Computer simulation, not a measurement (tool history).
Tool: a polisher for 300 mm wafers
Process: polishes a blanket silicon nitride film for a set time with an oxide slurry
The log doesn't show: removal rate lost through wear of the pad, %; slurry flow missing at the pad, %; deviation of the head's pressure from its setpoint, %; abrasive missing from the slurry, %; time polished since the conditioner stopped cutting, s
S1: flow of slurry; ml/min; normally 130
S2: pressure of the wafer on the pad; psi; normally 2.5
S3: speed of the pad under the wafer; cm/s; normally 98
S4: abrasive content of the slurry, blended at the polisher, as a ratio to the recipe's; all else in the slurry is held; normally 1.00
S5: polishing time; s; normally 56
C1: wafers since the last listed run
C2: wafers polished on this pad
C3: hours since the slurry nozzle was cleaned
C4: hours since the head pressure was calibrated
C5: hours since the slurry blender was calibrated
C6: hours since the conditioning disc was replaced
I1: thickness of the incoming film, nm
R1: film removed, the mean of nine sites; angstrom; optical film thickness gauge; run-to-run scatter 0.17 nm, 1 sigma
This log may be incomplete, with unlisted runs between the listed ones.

run    hour   S1   S2   S3    S4  S5   C1    C2     C3      C4     C5     C6     I1   R1
  1     0.0  130  2.5   98  1.00  56    0  1810  336.3   691.6  196.7  368.5  518.4  237
  2    33.1  130  3.2   98  0.75  56  303  2114  369.4   724.7  229.8  401.6  520.4  251
       84.2  -- conditioning disc replaced and pad reconditioned
  3    96.1  130  3.2   98  0.75  56  559  2674  432.4   787.7  292.8   11.9  510.8  249
  4   123.8  130  3.2   98  0.75  56  254  2928  460.1   815.4  320.5   39.6  518.9  246
      133.5  -- slurry blender recalibrated
      159.5  -- worn pad replaced by a new one
  5   169.2  130  2.5   98  1.00  56  361    89  505.5   860.8   35.7   85.0  518.7  235
  6   203.2  130  2.5   98  1.00  56  312   401  539.5   894.8   69.7  119.0  517.2  235
  7   260.1  130  2.5   98  1.00  56  522   923  596.4   951.7  126.6  175.9  518.1  232
      283.0  -- slurry nozzle cleaned
  8   319.9  130  2.5  118  1.00  56  539  1462   36.9  1011.5  186.4  235.7  529.1  285
  9   376.2  130  2.5  118  1.00  56  516  1979   93.2  1067.8  242.7  292.0  514.1  280
 10   424.0  175  2.0   78  1.00  38  438  2418  141.0  1115.6  290.5  339.8  515.3  124
      438.6  -- worn pad replaced by a new one
 11   472.9  130  2.0   98  1.00  41  412   314  189.9  1164.5  339.4  388.7  510.6  153
      499.2  -- slurry blender recalibrated
 12   505.1  130  2.5   82  0.90  39  277   591  222.1  1196.7    5.9  420.9  513.3  140
      563.2  -- conditioning disc replaced and pad reconditioned
 13   567.9  130  3.1   98  1.00  71  558  1149  284.9  1259.5   68.7    4.7  525.2  355
 14   624.3  130  2.5   98  1.00  63  517  1667  341.3  1315.9  125.1   61.1  513.9  267
 15   669.3   85  2.5   98  1.25  56  413  2080  386.3  1360.9  170.1  106.1  522.2  233
 16   719.0  130  2.5  110  0.90  56  456  2536  436.0  1410.6  219.8  155.8  520.6  249
      730.8  -- head pressure recalibrated
 17   763.9  130  2.5   98  1.00  56  393  2930  480.9    33.1  264.7  200.7  517.2  239
      771.8  -- worn pad replaced by a new one
 18   818.6  130  2.5   88  1.10  56  465   429  535.6    87.8  319.4  255.4  514.4  221
      822.8  -- slurry blender recalibrated
 19   882.7  130  2.0   76  1.00  68  569   999  599.7   151.9   59.9  319.5  515.6  198
      885.1  -- slurry nozzle cleaned
 20   950.9  130  2.5   98  1.00  63  616  1615   65.8   220.1  128.1  387.7  514.9  275
 21   975.0  130  2.5   98  1.00  56  221  1837   89.9   244.2  152.2  411.8  520.5  241
      987.0  -- conditioning disc replaced and pad reconditioned
 22  1033.6  130  1.8   98  1.00  56  519  2356  148.5   302.8  210.8   46.6  520.3  196

What does the tool deliver on the next run?
 23  1091.6  130  2.0  98  1.00  41  532  2888  206.5  360.8  268.8  104.6  521.4   ?

For run 23 the tool returned R1 152 angstrom.
Were there no unlogged condition in the tool, this run, its random variation unchanged, would have produced R1 154 angstrom.

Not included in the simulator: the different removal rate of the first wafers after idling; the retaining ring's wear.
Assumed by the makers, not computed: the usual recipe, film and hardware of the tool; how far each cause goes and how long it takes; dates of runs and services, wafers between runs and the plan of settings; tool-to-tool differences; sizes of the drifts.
